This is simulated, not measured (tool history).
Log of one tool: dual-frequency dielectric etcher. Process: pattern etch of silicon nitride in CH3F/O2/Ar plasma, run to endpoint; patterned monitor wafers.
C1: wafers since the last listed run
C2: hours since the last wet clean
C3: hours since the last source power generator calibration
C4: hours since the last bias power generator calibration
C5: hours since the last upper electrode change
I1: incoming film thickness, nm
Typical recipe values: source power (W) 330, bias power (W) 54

run 1 hour=0 | source_power_(W)=330 bias_power_(W)=54 | C1=0 C2=349.1 C3=2121 C4=3815.4 C5=3935.1 | I1=32.98 | endpoint_time_(s)=60.4
run 2 hour=13.1 | source_power_(W)=330 bias_power_(W)=54 | C1=203 C2=362.2 C3=2134.1 C4=3828.5 C5=3948.2 | I1=33.07 | endpoint_time_(s)=60.2
run 3 hour=19.9 | source_power_(W)=300 bias_power_(W)=54 | C1=105 C2=369 C3=2140.9 C4=3835.3 C5=3955 | I1=33.49 | endpoint_time_(s)=64.3
run 4 hour=35.4 | source_power_(W)=300 bias_power_(W)=54 | C1=240 C2=384.5 C3=2156.4 C4=3850.8 C5=3970.5 | I1=33.17 | endpoint_time_(s)=63.6
run 5 hour=42.3 | source_power_(W)=380 bias_power_(W)=65 | C1=107 C2=391.4 C3=2163.3 C4=3857.7 C5=3977.4 | I1=32.88 | endpoint_time_(s)=51.9
run 6 hour=50.9 | source_power_(W)=380 bias_power_(W)=65 | C1=133 C2=400 C3=2171.9 C4=3866.3 C5=3986 | I1=33.16 | endpoint_time_(s)=52.5
-- hour=76.5 wet clean of the chamber
run 7 hour=77 | source_power_(W)=380 bias_power_(W)=65 | C1=32 C2=0.5 C3=2198 C4=3892.4 C5=4012.1 | I1=32.87 | endpoint_time_(s)=54
run 8 hour=77.3 | source_power_(W)=330 bias_power_(W)=65 | C1=4 C2=0.8 C3=2198.3 C4=3892.7 C5=4012.4 | I1=33.17 | endpoint_time_(s)=58.1
-- hour=83.3 bias power generator calibrated
run 9 hour=87.5 | source_power_(W)=330 bias_power_(W)=62 | C1=96 C2=11 C3=2208.5 C4=4.2 C5=4022.6 | I1=33.18 | endpoint_time_(s)=59.7
run 10 hour=101.8 | source_power_(W)=400 bias_power_(W)=68 | C1=221 C2=25.3 C3=2222.8 C4=18.5 C5=4036.9 | I1=33.04 | endpoint_time_(s)=51.5
run 11 hour=111.4 | source_power_(W)=280 bias_power_(W)=63 | C1=148 C2=34.9 C3=2232.4 C4=28.1 C5=4046.5 | I1=32.9 | endpoint_time_(s)=64.3
-- hour=126.3 source power generator calibrated
-- hour=142.2 upper electrode replaced
run 12 hour=142.7 | source_power_(W)=380 bias_power_(W)=48 | C1=176 C2=66.2 C3=16.4 C4=59.4 C5=0.5 | I1=33.2 | endpoint_time_(s)=61.5
run 13 hour=143 | source_power_(W)=300 bias_power_(W)=63 | C1=4 C2=66.5 C3=16.7 C4=59.7 C5=0.8 | I1=32.7 | endpoint_time_(s)=60.7
run 14 hour=153.3 | source_power_(W)=410 bias_power_(W)=66 | C1=159 C2=76.8 C3=27 C4=70 C5=11.1 | I1=33.26 | endpoint_time_(s)=52.2
run 15 hour=161.1 | source_power_(W)=330 bias_power_(W)=54 | C1=120 C2=84.6 C3=34.8 C4=77.8 C5=18.9 | I1=33.42 | endpoint_time_(s)=63.2
run 16 hour=174.5 | source_power_(W)=280 bias_power_(W)=58 | C1=207 C2=98 C3=48.2 C4=91.2 C5=32.3 | I1=32.75 | endpoint_time_(s)=65.9
run 17 hour=183 | source_power_(W)=390 bias_power_(W)=54 | C1=131 C2=106.5 C3=56.7 C4=99.7 C5=40.8 | I1=33.29 | endpoint_time_(s)=58.2

Predict each of these 4 candidate next runs independently; none follows another, all start after run 17:
run A hour=183.4 | source_power_(W)=330 bias_power_(W)=54 | C1=6 C2=106.9 C3=57.1 C4=100.1 C5=41.2 | I1=32.9 | endpoint_time_(s)=?
run B hour=183.4 | source_power_(W)=370 bias_power_(W)=48 | C1=6 C2=106.9 C3=57.1 C4=100.1 C5=41.2 | I1=32.9 | endpoint_time_(s)=?
run C hour=183.4 | source_power_(W)=270 bias_power_(W)=59 | C1=6 C2=106.9 C3=57.1 C4=100.1 C5=41.2 | I1=32.9 | endpoint_time_(s)=?
run D hour=183.4 | source_power_(W)=370 bias_power_(W)=60 | C1=6 C2=106.9 C3=57.1 C4=100.1 C5=41.2 | I1=32.9 | endpoint_time_(s)=?

run=A endpoint_time_(s)=62
run=B endpoint_time_(s)=61.5
run=C endpoint_time_(s)=66.3
run=D endpoint_time_(s)=56
The same runs, with their run-to-run variation unchanged, on a tool lacking any hidden condition would have given:
run=A endpoint_time_(s)=63.1
run=B endpoint_time_(s)=62.6
run=C endpoint_time_(s)=67.5
run=D endpoint_time_(s)=57

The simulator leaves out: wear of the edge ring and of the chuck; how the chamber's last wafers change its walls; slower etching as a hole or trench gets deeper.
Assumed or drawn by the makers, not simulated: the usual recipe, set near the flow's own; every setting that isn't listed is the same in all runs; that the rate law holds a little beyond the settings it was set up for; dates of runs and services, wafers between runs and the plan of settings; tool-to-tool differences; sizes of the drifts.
